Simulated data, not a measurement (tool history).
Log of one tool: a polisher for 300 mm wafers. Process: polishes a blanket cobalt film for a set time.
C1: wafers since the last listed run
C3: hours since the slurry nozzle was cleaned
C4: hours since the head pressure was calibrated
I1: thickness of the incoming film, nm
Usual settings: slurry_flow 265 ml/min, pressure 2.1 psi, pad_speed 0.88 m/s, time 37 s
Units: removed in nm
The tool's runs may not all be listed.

run 1 hour=0.0 | slurry_flow=265 pressure=2.1 pad_speed=0.88 time=37 | C1=0 wafers_polished_on_this_pad=5770 C3=790.0 C4=898.4 | I1=1308.4 | removed=143.4
-- hour=7.5 worn pad replaced by a new one
run 2 hour=31.0 | slurry_flow=265 pressure=2.1 pad_speed=0.88 time=37 | C1=415 wafers_polished_on_this_pad=361 C3=821.0 C4=929.4 | I1=1318.3 | removed=150.6
run 3 hour=85.7 | slurry_flow=265 pressure=2.1 pad_speed=0.88 time=37 | C1=840 wafers_polished_on_this_pad=1202 C3=875.7 C4=984.1 | I1=1299.2 | removed=151.5
-- hour=86.7 slurry nozzle cleaned
run 4 hour=123.2 | slurry_flow=265 pressure=2.1 pad_speed=0.88 time=37 | C1=561 wafers_polished_on_this_pad=1763 C3=36.5 C4=1021.6 | I1=1283.9 | removed=149.9
run 5 hour=169.4 | slurry_flow=340 pressure=2.1 pad_speed=0.88 time=34 | C1=710 wafers_polished_on_this_pad=2474 C3=82.7 C4=1067.8 | I1=1276.1 | removed=142.4
-- hour=268.7 head pressure recalibrated
run 6 hour=340.3 | slurry_flow=265 pressure=2.1 pad_speed=0.88 time=37 | C1=2596 wafers_polished_on_this_pad=5070 C3=253.6 C4=71.6 | I1=1314.7 | removed=142.8
-- hour=363.4 worn pad replaced by a new one
run 7 hour=396.6 | slurry_flow=265 pressure=2.1 pad_speed=0.88 time=37 | C1=804 wafers_polished_on_this_pad=510 C3=309.9 C4=127.9 | I1=1296.6 | removed=156.6
run 8 hour=434.5 | slurry_flow=265 pressure=2.1 pad_speed=0.88 time=37 | C1=582 wafers_polished_on_this_pad=1092 C3=347.8 C4=165.8 | I1=1313.4 | removed=148.0
run 9 hour=501.3 | slurry_flow=265 pressure=2.1 pad_speed=0.88 time=37 | C1=1026 wafers_polished_on_this_pad=2119 C3=414.6 C4=232.6 | I1=1286.3 | removed=149.9
run 10 hour=545.3 | slurry_flow=225 pressure=2.1 pad_speed=0.88 time=37 | C1=676 wafers_polished_on_this_pad=2796 C3=458.6 C4=276.6 | I1=1301.0 | removed=143.1
run 11 hour=635.0 | slurry_flow=225 pressure=2.1 pad_speed=0.88 time=37 | C1=1379 wafers_polished_on_this_pad=4175 C3=548.3 C4=366.3 | I1=1283.7 | removed=145.5
run 12 hour=698.6 | slurry_flow=225 pressure=2.1 pad_speed=0.88 time=37 | C1=977 wafers_polished_on_this_pad=5153 C3=611.9 C4=429.9 | I1=1280.3 | removed=141.5
-- hour=735.1 worn pad replaced by a new one
run 13 hour=737.4 | slurry_flow=215 pressure=2.1 pad_speed=1.08 time=37 | C1=535 wafers_polished_on_this_pad=35 C3=650.7 C4=468.7 | I1=1285.1 | removed=180.9
run 14 hour=784.3 | slurry_flow=215 pressure=2.1 pad_speed=1.08 time=37 | C1=721 wafers_polished_on_this_pad=757 C3=697.6 C4=515.6 | I1=1304.5 | removed=172.6
run 15 hour=984.1 | slurry_flow=205 pressure=1.6 pad_speed=0.88 time=48 | C1=3071 wafers_polished_on_this_pad=3828 C3=897.4 C4=715.4 | I1=1308.6 | removed=140.2
run 16 hour=1030.7 | slurry_flow=265 pressure=2.1 pad_speed=0.88 time=37 | C1=716 wafers_polished_on_this_pad=4545 C3=944.0 C4=762.0 | I1=1309.1 | removed=146.7
-- hour=1041.4 slurry nozzle cleaned
run 17 hour=1058.6 | slurry_flow=265 pressure=2.1 pad_speed=0.88 time=37 | C1=413 wafers_polished_on_this_pad=4958 C3=17.2 C4=789.9 | I1=1321.6 | removed=141.4
-- hour=1070.8 worn pad replaced by a new one
run 18 hour=1097.6 | slurry_flow=340 pressure=1.5 pad_speed=0.88 time=42 | C1=538 wafers_polished_on_this_pad=412 C3=56.2 C4=828.9 | I1=1298.6 | removed=123.2
run 19 hour=1154.4 | slurry_flow=265 pressure=2.1 pad_speed=0.88 time=37 | C1=873 wafers_polished_on_this_pad=1285 C3=113.0 C4=885.7 | I1=1299.2 | removed=147.9
run 20 hour=1205.5 | slurry_flow=265 pressure=2.1 pad_speed=0.88 time=37 | C1=785 wafers_polished_on_this_pad=2071 C3=164.1 C4=936.8 | I1=1274.2 | removed=151.2
run 21 hour=1252.7 | slurry_flow=265 pressure=2.1 pad_speed=0.74 time=29 | C1=725 wafers_polished_on_this_pad=2797 C3=211.3 C4=984.0 | I1=1279.6 | removed=102.4
-- hour=1272.2 head pressure recalibrated
run 22 hour=1288.1 | slurry_flow=265 pressure=2.4 pad_speed=0.74 time=37 | C1=513 wafers_polished_on_this_pad=3310 C3=246.7 C4=15.9 | I1=1300.2 | removed=150.0
run 23 hour=1343.5 | slurry_flow=265 pressure=2.1 pad_speed=0.88 time=29 | C1=851 wafers_polished_on_this_pad=4162 C3=302.1 C4=71.3 | I1=1299.7 | removed=115.5
run 24 hour=1386.3 | slurry_flow=185 pressure=1.5 pad_speed=1.16 time=49 | C1=658 wafers_polished_on_this_pad=4820 C3=344.9 C4=114.1 | I1=1300.7 | removed=158.0
-- hour=1434.9 worn pad replaced by a new one
run 25 hour=1439.6 | slurry_flow=220 pressure=2.3 pad_speed=1.10 time=25 | C1=757 wafers_polished_on_this_pad=73 C3=398.2 C4=167.4 | I1=1271.2 | removed=129.4
run 26 hour=1507.0 | slurry_flow=265 pressure=1.6 pad_speed=0.60 time=37 | C1=1036 wafers_polished_on_this_pad=1109 C3=465.6 C4=234.8 | I1=1321.0 | removed=90.0
run 27 hour=1543.6 | slurry_flow=265 pressure=1.7 pad_speed=0.88 time=49 | C1=562 wafers_polished_on_this_pad=1671 C3=502.2 C4=271.4 | I1=1304.0 | removed=163.9
run 28 hour=1605.0 | slurry_flow=265 pressure=2.1 pad_speed=0.88 time=37 | C1=943 wafers_polished_on_this_pad=2615 C3=563.6 C4=332.8 | I1=1313.0 | removed=147.6
run 29 hour=1674.2 | slurry_flow=325 pressure=2.1 pad_speed=0.88 time=49 | C1=1063 wafers_polished_on_this_pad=3679 C3=632.8 C4=402.0 | I1=1303.5 | removed=197.2

Forecast each of these 5 alternatives for the next run:
run A hour=1674.6 | slurry_flow=265 pressure=2.1 pad_speed=0.88 time=37 | C1=6 wafers_polished_on_this_pad=3685 C3=633.2 C4=402.4 | I1=1328.4 | removed=?
run B hour=1674.6 | slurry_flow=345 pressure=1.5 pad_speed=1.16 time=41 | C1=6 wafers_polished_on_this_pad=3685 C3=633.2 C4=402.4 | I1=1328.4 | removed=?
run C hour=1674.6 | slurry_flow=265 pressure=2.1 pad_speed=0.60 time=37 | C1=6 wafers_polished_on_this_pad=3685 C3=633.2 C4=402.4 | I1=1328.4 | removed=?
run D hour=1674.6 | slurry_flow=205 pressure=2.1 pad_speed=0.88 time=37 | C1=6 wafers_polished_on_this_pad=3685 C3=633.2 C4=402.4 | I1=1328.4 | removed=?
run E hour=1674.6 | slurry_flow=265 pressure=2.4 pad_speed=0.88 time=49 | C1=6 wafers_polished_on_this_pad=3685 C3=633.2 C4=402.4 | I1=1328.4 | removed=?

run=A removed=147.1
run=B removed=146.5
run=C removed=113.7
run=D removed=142.3
run=E removed=222.7
Without the tool's hidden state the same runs would have given:
run=A removed=155.5
run=B removed=154.9
run=C removed=120.1
run=D removed=150.4
run=E removed=235.3
